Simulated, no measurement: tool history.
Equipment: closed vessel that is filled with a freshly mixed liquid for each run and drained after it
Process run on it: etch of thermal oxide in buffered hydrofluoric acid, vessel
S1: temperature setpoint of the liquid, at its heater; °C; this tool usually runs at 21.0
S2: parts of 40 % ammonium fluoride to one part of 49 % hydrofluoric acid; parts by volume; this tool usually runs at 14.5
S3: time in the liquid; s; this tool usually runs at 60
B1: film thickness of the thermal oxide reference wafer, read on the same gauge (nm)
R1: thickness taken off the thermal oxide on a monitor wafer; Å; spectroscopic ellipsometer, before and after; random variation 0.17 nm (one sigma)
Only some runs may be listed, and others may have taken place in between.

Run 1, day 0.000: usual settings; B1 89.73. Result: R1 427.2 Å.
Run 2, day 2.867: usual settings; B1 89.49. Result: R1 426.0 Å.
Run 3, day 7.062: usual settings; B1 89.25. Result: R1 425.0 Å.
Run 4, day 10.825: usual settings but S1 25.0 °C, S2 19.0 parts by volume; B1 89.00. Result: R1 403.6 Å.
Run 5, day 13.704: usual settings but S1 25.0 °C, S2 19.0 parts by volume; B1 88.86. Result: R1 405.1 Å.
Run 6, day 15.296: usual settings but S1 25.0 °C, S2 19.0 parts by volume; B1 88.82. Result: R1 403.9 Å.
At day 16.008: thermometer replaced.
Run 7, day 18.933: usual settings; B1 88.64. Result: R1 419.1 Å.
Run 8, day 20.629: usual settings but S3 45 s; B1 88.57. Result: R1 315.0 Å.
Run 9, day 24.042: usual settings; B1 88.48. Result: R1 421.0 Å.
Run 10, day 28.542: usual settings; B1 88.36. Result: R1 418.1 Å.
Run 11, day 32.108: usual settings but S2 16.5 parts by volume, S3 50 s; B1 88.28. Result: R1 307.6 Å.
Run 12, day 34.425: usual settings; B1 88.24. Result: R1 421.4 Å.
Run 13, day 37.608: usual settings; B1 88.21. Result: R1 419.5 Å.
Run 14, day 41.342: usual settings but S1 22.5 °C; B1 88.11. Result: R1 454.9 Å.
At day 41.417: hydrofluoric acid flow meter replaced.
Run 15, day 45.779: usual settings but S1 26.0 °C, S2 20.5 parts by volume, S3 30 s; B1 88.09. Result: R1 198.1 Å.
Run 16, day 48.617: usual settings but S3 75 s; B1 88.03. Result: R1 521.1 Å.
At day 49.812: thermometer replaced.
Run 17, day 51.767: usual settings but S2 17.0 parts by volume; B1 88.00. Result: R1 359.1 Å.
Run 18, day 53.858: usual settings but S1 24.0 °C, S3 30 s; B1 88.01. Result: R1 247.5 Å.
Run 19, day 58.229: usual settings but S1 18.5 °C, S2 17.5 parts by volume; B1 87.97. Result: R1 302.7 Å.
Run 20, day 62.146: usual settings; B1 87.90. Result: R1 417.6 Å.
Run 21, day 64.067: usual settings; B1 87.90. Result: R1 418.2 Å.
At day 67.404: gauge calibrated.
Run 22, day 72.804: usual settings but S3 80 s; B1 89.70. Result: R1 567.3 Å.
At day 78.304: thermometer replaced.
Run 23, day 84.075: usual settings but S1 18.5 °C, S2 17.5 parts by volume; B1 89.10. Result: R1 304.6 Å.
At day 87.650: hydrofluoric acid flow meter replaced.
Run 24, day 88.425: usual settings but S1 18.0 °C; B1 88.89. Result: R1 358.4 Å.
Run 25, day 91.696: usual settings but S3 80 s; B1 88.73. Result: R1 562.2 Å.
Run 26, day 96.283: usual settings; B1 88.67. Result: R1 422.3 Å.

Predict each of these 4 candidate next runs independently; none follows another, all start after run 26:
Run A, day 96.312: usual settings; B1 ?. Result: R1 ?.
Run B, day 96.312: usual settings but S2 12.0 parts by volume, S3 30 s; B1 ?. Result: R1 ?.
Run C, day 96.312: usual settings but S1 25.5 °C; B1 ?. Result: R1 ?.
Run D, day 96.312: usual settings but S2 10.0 parts by volume, S3 35 s; B1 ?. Result: R1 ?.

run     B1     R1
  A  88.65  421.7
  B  88.65  253.8
  C  88.65  539.8
  D  88.65  353.8
Without the tool's hidden state the same runs would have given:
run     R1
  A  428.1
  B  257.7
  C  548.0
  D  359.1

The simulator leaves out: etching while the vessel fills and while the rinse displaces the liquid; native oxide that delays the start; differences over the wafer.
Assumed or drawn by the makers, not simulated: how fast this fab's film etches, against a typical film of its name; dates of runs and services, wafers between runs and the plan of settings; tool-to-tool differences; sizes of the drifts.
